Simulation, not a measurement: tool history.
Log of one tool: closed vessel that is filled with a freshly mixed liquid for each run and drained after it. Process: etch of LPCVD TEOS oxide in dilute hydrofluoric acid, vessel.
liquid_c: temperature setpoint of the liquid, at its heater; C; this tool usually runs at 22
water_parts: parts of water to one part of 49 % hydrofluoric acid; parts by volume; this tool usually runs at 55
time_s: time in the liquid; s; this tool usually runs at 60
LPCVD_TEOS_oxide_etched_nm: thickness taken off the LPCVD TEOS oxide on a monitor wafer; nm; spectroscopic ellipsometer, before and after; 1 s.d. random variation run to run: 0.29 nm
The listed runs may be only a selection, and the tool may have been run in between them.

run,hour,liquid_c,water_parts,time_s,"read-back film thickness of the LPCVD TEOS oxide reference wafer, read on the same gauge (nm)",LPCVD_TEOS_oxide_etched_nm
1,0,22,55,60,80.01,31.89
2,60.4,22,65,60,79.99,27.07
3,126.7,22,65,60,79.99,26.68
4,217.7,22,65,60,79.99,26.56
5,287.7,22,55,60,79.99,31.39
# hour 310.3: thermometer replaced
6,356.1,22,55,60,79.99,30.5
# hour 364.8: hydrofluoric acid flow meter replaced
7,398.7,22,55,60,80,33.79
8,471.4,22,55,60,80,32.92
9,544.5,19,55,60,79.99,29.37
10,634.6,19,55,60,80,29.29
# hour 674.8: gauge calibrated
11,686,22,40,60,80,44.87
12,739.7,22,40,60,79.99,45.29
13,787.8,24.5,30,75,79.99,85.61
14,886.6,20,55,85,80,41.68
15,922.7,22,85,60,79.99,19.58
16,976.7,25,55,80,80,47.71
17,1058.2,22,55,60,80,31.29
18,1112.8,22,55,60,80.01,30.65
# hour 1125.2: hydrofluoric acid flow meter replaced
19,1160.6,17.5,55,60,80,27.34
20,1204.6,22,55,70,80,39.05
21,1254.2,23.5,35,45,80,42.71
22,1332.3,22,55,30,80,16.39
23,1464.7,19.5,35,75,80.02,59.34
24,1522,22,30,35,80.01,35.65
25,1613.9,19,80,90,80,27.97
26,1679.8,22,30,95,80.02,93.01
27,1746.3,22,55,50,79.99,26.03
# hour 1754.7: hydrofluoric acid flow meter replaced
28,1829.5,22,55,60,80,33.7
29,1900.9,24,85,40,79.99,14.93
30,1976.1,22,55,60,80.01,32.77
31,2049.9,26.5,55,60,80,39.51
32,2104.9,25,80,75,80.01,30.13
33,2207.5,22,25,30,80,37.29

Hidden state or all else? Some run-to-run changes of LPCVD_TEOS_oxide_etched_nm, split into what the settings, what came in and random variation would give without the hidden state, and what is left for the hidden state (with any gauge scatter that isn't in both results):
The tool's hidden condition here consists of: liquid colder than its thermometer reads (K); hydrofluoric acid flow below the setpoint (%); gauge reads high (%).
Run 13 -> 14: liquid_c 24.5 -> 20, water_parts 30 -> 55, time_s 75 -> 85. LPCVD_TEOS_oxide_etched_nm -43.93 nm: hidden state +1.61, all else -45.54.
Run 18 -> 19: liquid_c 22 -> 17.5, hydrofluoric acid flow meter replaced. LPCVD_TEOS_oxide_etched_nm -3.31 nm: hidden state +2.39, all else -5.7.
Run 25 -> 26: liquid_c 19 -> 22, water_parts 80 -> 30, time_s 90 -> 95. LPCVD_TEOS_oxide_etched_nm +65.04 nm: hidden state -4.59, all else +69.63.
Run 26 -> 27: water_parts 30 -> 55, time_s 95 -> 50. LPCVD_TEOS_oxide_etched_nm -66.98 nm: hidden state +4.33, all else -71.31.

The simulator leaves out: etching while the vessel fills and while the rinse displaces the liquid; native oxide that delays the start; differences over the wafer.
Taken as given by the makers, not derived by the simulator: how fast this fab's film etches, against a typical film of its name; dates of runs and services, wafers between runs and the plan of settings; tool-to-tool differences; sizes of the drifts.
